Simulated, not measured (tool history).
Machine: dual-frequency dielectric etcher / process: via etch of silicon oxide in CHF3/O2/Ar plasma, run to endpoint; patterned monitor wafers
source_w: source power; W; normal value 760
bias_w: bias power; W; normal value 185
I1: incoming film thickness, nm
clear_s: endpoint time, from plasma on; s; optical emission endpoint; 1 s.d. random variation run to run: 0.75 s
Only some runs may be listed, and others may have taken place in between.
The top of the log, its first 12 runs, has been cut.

Run 13, hour 805.8: usual settings; I1 420.9. Result: clear_s 209.3 s.
Run 14, hour 869.7: usual settings; I1 416.6. Result: clear_s 205.5 s.
At hour 878.3: source power generator calibrated.
At hour 898.6: wet clean of the chamber.
Run 15, hour 962.3: usual settings but source_w 570 W, bias_w 172 W; I1 425.2. Result: clear_s 256.9 s.
Run 16, hour 1045.4: usual settings but bias_w 208 W; I1 419.7. Result: clear_s 199.2 s.
Run 17, hour 1140.7: usual settings but bias_w 216 W; I1 422.2. Result: clear_s 196.4 s.
Run 18, hour 1232.7: usual settings; I1 421.5. Result: clear_s 213.2 s.
Run 19, hour 1292.3: usual settings; I1 422.3. Result: clear_s 213.5 s.
At hour 1299.5: bias power generator calibrated.
Run 20, hour 1360.8: usual settings but source_w 650 W, bias_w 219 W; I1 417.5. Result: clear_s 212.8 s.
Run 21, hour 1467.2: usual settings but bias_w 227 W; I1 423.1. Result: clear_s 195.2 s.
At hour 1517.7: wet clean of the chamber.
Run 22, hour 1554.6: usual settings but source_w 900 W; I1 418.5. Result: clear_s 199.8 s.
Run 23, hour 1591.5: usual settings but source_w 680 W, bias_w 158 W; I1 418.1. Result: clear_s 248.3 s.
Run 24, hour 1658.9: usual settings but source_w 900 W, bias_w 203 W; I1 425.7. Result: clear_s 191.7 s.
Run 25, hour 1719.4: usual settings but source_w 860 W, bias_w 218 W; I1 420.1. Result: clear_s 186.5 s.
Run 26, hour 1772.9: usual settings; I1 420.6. Result: clear_s 214.1 s.
Run 27, hour 1843.0: usual settings; I1 428.5. Result: clear_s 218.8 s.
Run 28, hour 1924.2: usual settings but source_w 630 W, bias_w 170 W; I1 421.5. Result: clear_s 245.8 s.
Run 29, hour 1973.1: usual settings but source_w 850 W; I1 422.9. Result: clear_s 204.6 s.
Run 30, hour 2052.6: usual settings but source_w 710 W, bias_w 154 W; I1 417.4. Result: clear_s 241.6 s.
At hour 2124.1: wet clean of the chamber.
Run 31, hour 2149.7: usual settings but source_w 900 W; I1 421.9. Result: clear_s 197.6 s.
Run 32, hour 2235.9: usual settings; I1 420.0. Result: clear_s 211.3 s.
Run 33, hour 2309.0: usual settings; I1 419.6. Result: clear_s 212.0 s.
Run 34, hour 2380.1: usual settings but source_w 840 W, bias_w 229 W; I1 420.2. Result: clear_s 182.5 s.

Branching from run 34: 5 alternative next runs. What would each branch give?
Run A, hour 2380.6: usual settings; I1 420.0. Result: clear_s ?.
Run B, hour 2380.6: usual settings but source_w 930 W, bias_w 173 W; I1 420.0. Result: clear_s ?.
Run C, hour 2380.6: usual settings but source_w 950 W; I1 420.0. Result: clear_s ?.
Run D, hour 2380.6: usual settings but source_w 620 W, bias_w 157 W; I1 420.0. Result: clear_s ?.
Run E, hour 2380.6: usual settings but bias_w 151 W; I1 420.0. Result: clear_s ?.

run  clear_s
  A    211.7
  B    200.4
  C    191.5
  D    255.3
  E    237.0
With no hidden state in the tool, these same runs would have given:
run  clear_s
  A    216.2
  B    204.5
  C    195.5
  D    260.6
  E    241.7

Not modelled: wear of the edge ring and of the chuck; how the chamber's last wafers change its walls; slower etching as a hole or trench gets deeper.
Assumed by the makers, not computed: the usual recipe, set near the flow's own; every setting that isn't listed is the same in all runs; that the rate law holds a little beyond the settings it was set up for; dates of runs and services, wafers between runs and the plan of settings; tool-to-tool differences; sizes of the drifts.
